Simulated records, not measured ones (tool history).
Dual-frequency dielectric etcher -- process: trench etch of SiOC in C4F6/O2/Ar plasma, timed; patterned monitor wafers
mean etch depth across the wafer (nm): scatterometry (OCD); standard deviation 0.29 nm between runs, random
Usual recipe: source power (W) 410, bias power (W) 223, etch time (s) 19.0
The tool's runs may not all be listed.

run     day  source power (W)  bias power (W)  etch time (s)  read-back reference wafer on the same gauge, depth_nm  mean etch depth across the wafer (nm)
  1   0.000               380             223           19.0                                                  53.93                                  45.11
  2   1.562               410             223           19.0                                                  53.94                                  46.86
  3   4.183               410             223           19.0                                                  53.86                                  46.76
     11.108  -- wet clean of the chamber
  4  14.912               410             223           19.0                                                  53.96                                  48.41
  5  17.242               410             223           22.0                                                  54.04                                  56.51
     17.904  -- gauge calibrated
  6  19.000               410             223           22.0                                                  53.89                                  56.44
     20.188  -- wet clean of the chamber, repeated, since the last time left the tool worse
  7  23.321               410             223           22.0                                                  53.84                                  52.64
     26.679  -- bias power generator calibrated
  8  26.700               410             223           15.5                                                  53.91                                  37.52
  9  28.921               460             223           17.5                                                  53.92                                  44.58
 10  31.696               410             223           19.0                                                  53.95                                  46.96
 11  34.521               410             223           22.0                                                  53.96                                  53.96
 12  36.767               410             189           17.0                                                  53.94                                  38.77

Predict the results of run 13:
     39.600  -- upper electrode replaced
     40.646  -- source power generator calibrated
 13  43.896               370             268           19.0                                                      ?                                      ?

Run 13 gave read-back reference wafer on the same gauge, depth_nm 53.97, mean etch depth across the wafer (nm) 50.49.
With no hidden state in the tool, this same run would have given mean etch depth across the wafer (nm) 48.68.

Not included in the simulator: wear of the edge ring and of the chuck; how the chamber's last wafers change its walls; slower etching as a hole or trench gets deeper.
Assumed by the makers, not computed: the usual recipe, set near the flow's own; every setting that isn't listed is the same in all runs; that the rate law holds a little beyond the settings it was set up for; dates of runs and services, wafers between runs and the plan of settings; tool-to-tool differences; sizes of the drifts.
